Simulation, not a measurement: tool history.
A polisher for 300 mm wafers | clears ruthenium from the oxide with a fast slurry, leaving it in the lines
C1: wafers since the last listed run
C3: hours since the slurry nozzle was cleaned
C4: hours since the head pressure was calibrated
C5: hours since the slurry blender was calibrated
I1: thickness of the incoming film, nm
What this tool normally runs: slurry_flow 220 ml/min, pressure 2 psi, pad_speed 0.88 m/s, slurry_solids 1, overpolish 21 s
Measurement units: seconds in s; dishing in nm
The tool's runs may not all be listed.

{"run": 1, "hour": 0.0, "slurry_flow": 220, "pressure": 2, "pad_speed": 0.88, "slurry_solids": 1, "overpolish": 21, "C1": 0, "wafers polished on this pad": 1285, "C3": 359.1, "C4": 1250.3, "C5": 62.3, "I1": 181, "seconds": 88.7, "dishing": 34.6}
{"run": 2, "hour": 69.7, "slurry_flow": 220, "pressure": 2, "pad_speed": 0.88, "slurry_solids": 1, "overpolish": 21, "C1": 689, "wafers polished on this pad": 1975, "C3": 428.8, "C4": 1320, "C5": 132, "I1": 179.9, "seconds": 91.3, "dishing": 33.9}
{"run": 3, "hour": 133.4, "slurry_flow": 220, "pressure": 2, "pad_speed": 0.88, "slurry_solids": 1, "overpolish": 21, "C1": 630, "wafers polished on this pad": 2605, "C3": 492.5, "C4": 1383.7, "C5": 195.7, "I1": 178.9, "seconds": 90.3, "dishing": 34.1}
{"run": 4, "hour": 178.6, "slurry_flow": 220, "pressure": 2, "pad_speed": 0.88, "slurry_solids": 1, "overpolish": 21, "C1": 447, "wafers polished on this pad": 3052, "C3": 537.7, "C4": 1428.9, "C5": 240.9, "I1": 179.4, "seconds": 91.5, "dishing": 32.4}
{"hour": 239.0, "done": "worn pad replaced by a new one"}
{"hour": 245.2, "done": "head pressure recalibrated"}
{"run": 5, "hour": 245.7, "slurry_flow": 220, "pressure": 2, "pad_speed": 0.88, "slurry_solids": 1, "overpolish": 21, "C1": 604, "wafers polished on this pad": 46, "C3": 604.8, "C4": 0.5, "C5": 308, "I1": 179, "seconds": 82.5, "dishing": 35.9}
{"run": 6, "hour": 279.6, "slurry_flow": 220, "pressure": 2.5, "pad_speed": 0.88, "slurry_solids": 1, "overpolish": 21, "C1": 335, "wafers polished on this pad": 382, "C3": 638.7, "C4": 34.4, "C5": 341.9, "I1": 179.4, "seconds": 67.8, "dishing": 43.8}
{"run": 7, "hour": 346.7, "slurry_flow": 240, "pressure": 2, "pad_speed": 0.88, "slurry_solids": 1, "overpolish": 15, "C1": 663, "wafers polished on this pad": 1046, "C3": 705.8, "C4": 101.5, "C5": 409, "I1": 180.6, "seconds": 86.3, "dishing": 26.4}
{"run": 8, "hour": 373.6, "slurry_flow": 220, "pressure": 2.4, "pad_speed": 0.88, "slurry_solids": 1, "overpolish": 29, "C1": 266, "wafers polished on this pad": 1312, "C3": 732.7, "C4": 128.4, "C5": 435.9, "I1": 179.8, "seconds": 69.8, "dishing": 54.9}
{"hour": 420.9, "done": "slurry nozzle cleaned"}
{"run": 9, "hour": 425.7, "slurry_flow": 155, "pressure": 2, "pad_speed": 0.88, "slurry_solids": 1, "overpolish": 30, "C1": 505, "wafers polished on this pad": 1817, "C3": 4.8, "C4": 180.5, "C5": 488, "I1": 177.9, "seconds": 84, "dishing": 47.3}
{"hour": 429.4, "done": "slurry blender recalibrated"}
{"run": 10, "hour": 480.0, "slurry_flow": 220, "pressure": 2, "pad_speed": 0.88, "slurry_solids": 1.25, "overpolish": 21, "C1": 517, "wafers polished on this pad": 2335, "C3": 59.1, "C4": 234.8, "C5": 50.6, "I1": 182.2, "seconds": 79, "dishing": 39.4}
{"run": 11, "hour": 522.4, "slurry_flow": 220, "pressure": 2, "pad_speed": 0.88, "slurry_solids": 1, "overpolish": 21, "C1": 419, "wafers polished on this pad": 2754, "C3": 101.5, "C4": 277.2, "C5": 93, "I1": 183, "seconds": 85.7, "dishing": 36.9}
{"run": 12, "hour": 549.6, "slurry_flow": 175, "pressure": 2, "pad_speed": 0.88, "slurry_solids": 1, "overpolish": 21, "C1": 269, "wafers polished on this pad": 3023, "C3": 128.7, "C4": 304.4, "C5": 120.2, "I1": 180.4, "seconds": 88.6, "dishing": 34.6}
{"run": 13, "hour": 621.3, "slurry_flow": 220, "pressure": 2, "pad_speed": 0.88, "slurry_solids": 1, "overpolish": 21, "C1": 709, "wafers polished on this pad": 3733, "C3": 200.4, "C4": 376.1, "C5": 191.9, "I1": 181.8, "seconds": 85.9, "dishing": 35}
{"hour": 670.3, "done": "worn pad replaced by a new one"}
{"run": 14, "hour": 677.4, "slurry_flow": 220, "pressure": 2, "pad_speed": 0.88, "slurry_solids": 1, "overpolish": 21, "C1": 515, "wafers polished on this pad": 70, "C3": 256.5, "C4": 432.2, "C5": 248, "I1": 179.6, "seconds": 86.2, "dishing": 36.4}
{"run": 15, "hour": 727.5, "slurry_flow": 220, "pressure": 1.4, "pad_speed": 1.02, "slurry_solids": 1, "overpolish": 15, "C1": 495, "wafers polished on this pad": 565, "C3": 306.6, "C4": 482.3, "C5": 298.1, "I1": 181.8, "seconds": 102, "dishing": 21.5}
{"run": 16, "hour": 793.8, "slurry_flow": 195, "pressure": 2, "pad_speed": 1.02, "slurry_solids": 1, "overpolish": 24, "C1": 655, "wafers polished on this pad": 1221, "C3": 372.9, "C4": 548.6, "C5": 364.4, "I1": 178.2, "seconds": 74.5, "dishing": 44}
{"hour": 824.6, "done": "slurry blender recalibrated"}
{"run": 17, "hour": 837.1, "slurry_flow": 220, "pressure": 2, "pad_speed": 0.88, "slurry_solids": 1.3, "overpolish": 21, "C1": 408, "wafers polished on this pad": 1630, "C3": 416.2, "C4": 591.9, "C5": 12.5, "I1": 177.8, "seconds": 83.5, "dishing": 37.2}
{"run": 18, "hour": 904.7, "slurry_flow": 250, "pressure": 1.7, "pad_speed": 0.88, "slurry_solids": 1, "overpolish": 21, "C1": 668, "wafers polished on this pad": 2299, "C3": 483.8, "C4": 659.5, "C5": 80.1, "I1": 176.7, "seconds": 100.2, "dishing": 30.1}
{"run": 19, "hour": 973.2, "slurry_flow": 150, "pressure": 2, "pad_speed": 1, "slurry_solids": 1, "overpolish": 13, "C1": 677, "wafers polished on this pad": 2976, "C3": 552.3, "C4": 728, "C5": 148.6, "I1": 179.8, "seconds": 82.5, "dishing": 22.8}
{"run": 20, "hour": 1012.2, "slurry_flow": 220, "pressure": 1.4, "pad_speed": 0.88, "slurry_solids": 0.75, "overpolish": 21, "C1": 385, "wafers polished on this pad": 3362, "C3": 591.3, "C4": 767, "C5": 187.6, "I1": 180.6, "seconds": 135.9, "dishing": 23.4}
{"hour": 1037.6, "done": "worn pad replaced by a new one"}
{"run": 21, "hour": 1062.8, "slurry_flow": 245, "pressure": 2, "pad_speed": 0.88, "slurry_solids": 1, "overpolish": 21, "C1": 461, "wafers polished on this pad": 249, "C3": 641.9, "C4": 817.6, "C5": 238.2, "I1": 180.8, "seconds": 90.4, "dishing": 34.4}
{"run": 22, "hour": 1122.8, "slurry_flow": 220, "pressure": 2.5, "pad_speed": 0.64, "slurry_solids": 1.3, "overpolish": 21, "C1": 593, "wafers polished on this pad": 843, "C3": 701.9, "C4": 877.6, "C5": 298.2, "I1": 181.9, "seconds": 100.4, "dishing": 31}
{"run": 23, "hour": 1151.9, "slurry_flow": 220, "pressure": 2.6, "pad_speed": 0.88, "slurry_solids": 1, "overpolish": 21, "C1": 287, "wafers polished on this pad": 1131, "C3": 731, "C4": 906.7, "C5": 327.3, "I1": 180.8, "seconds": 72.8, "dishing": 40.5}
{"run": 24, "hour": 1180.0, "slurry_flow": 220, "pressure": 2.2, "pad_speed": 0.88, "slurry_solids": 1, "overpolish": 21, "C1": 278, "wafers polished on this pad": 1409, "C3": 759.1, "C4": 934.8, "C5": 355.4, "I1": 180.5, "seconds": 88.2, "dishing": 34}
{"hour": 1197.9, "done": "slurry blender recalibrated"}
{"hour": 1222.6, "done": "slurry nozzle cleaned"}
{"run": 25, "hour": 1232.3, "slurry_flow": 220, "pressure": 2.5, "pad_speed": 0.64, "slurry_solids": 1.3, "overpolish": 21, "C1": 487, "wafers polished on this pad": 1897, "C3": 9.7, "C4": 987.1, "C5": 34.4, "I1": 176.6, "seconds": 89.8, "dishing": 33.1}
{"run": 26, "hour": 1287.6, "slurry_flow": 220, "pressure": 1.5, "pad_speed": 0.88, "slurry_solids": 1, "overpolish": 21, "C1": 547, "wafers polished on this pad": 2444, "C3": 65, "C4": 1042.4, "C5": 89.7, "I1": 179.2, "seconds": 115.4, "dishing": 26.7}
{"run": 27, "hour": 1317.1, "slurry_flow": 220, "pressure": 1.5, "pad_speed": 0.88, "slurry_solids": 1.15, "overpolish": 21, "C1": 291, "wafers polished on this pad": 2735, "C3": 94.5, "C4": 1071.9, "C5": 119.2, "I1": 177.2, "seconds": 111.7, "dishing": 27.5}

Branching from run 27: 5 alternative next runs. What would each branch give?
{"run": "A", "hour": 1317.6, "slurry_flow": 220, "pressure": 2, "pad_speed": 0.88, "slurry_solids": 1, "overpolish": 21, "C1": 4, "wafers polished on this pad": 2740, "C3": 95, "C4": 1072.4, "C5": 119.7, "I1": 179.8, "seconds": "?", "dishing": "?"}
{"run": "B", "hour": 1317.6, "slurry_flow": 295, "pressure": 2.7, "pad_speed": 0.66, "slurry_solids": 1, "overpolish": 21, "C1": 4, "wafers polished on this pad": 2740, "C3": 95, "C4": 1072.4, "C5": 119.7, "I1": 179.8, "seconds": "?", "dishing": "?"}
{"run": "C", "hour": 1317.6, "slurry_flow": 270, "pressure": 1.6, "pad_speed": 0.58, "slurry_solids": 1, "overpolish": 17, "C1": 4, "wafers polished on this pad": 2740, "C3": 95, "C4": 1072.4, "C5": 119.7, "I1": 179.8, "seconds": "?", "dishing": "?"}
{"run": "D", "hour": 1317.6, "slurry_flow": 220, "pressure": 2, "pad_speed": 0.72, "slurry_solids": 1, "overpolish": 21, "C1": 4, "wafers polished on this pad": 2740, "C3": 95, "C4": 1072.4, "C5": 119.7, "I1": 179.8, "seconds": "?", "dishing": "?"}
{"run": "E", "hour": 1317.6, "slurry_flow": 185, "pressure": 2, "pad_speed": 0.88, "slurry_solids": 0.7, "overpolish": 29, "C1": 4, "wafers polished on this pad": 2740, "C3": 95, "C4": 1072.4, "C5": 119.7, "I1": 179.8, "seconds": "?", "dishing": "?"}

run=A seconds=90.9 dishing=33.2
run=B seconds=87.4 dishing=34.4
run=C seconds=166.9 dishing=15.3
run=D seconds=111.1 dishing=27.5
run=E seconds=100.8 dishing=40.5
With the hidden condition removed and each run's random variation left untouched, the same runs would have given:
run=A seconds=80.1 dishing=37.2
run=B seconds=77.1 dishing=38.5
run=C seconds=147.2 dishing=17.3
run=D seconds=97.9 dishing=31
run=E seconds=88.8 dishing=45.3
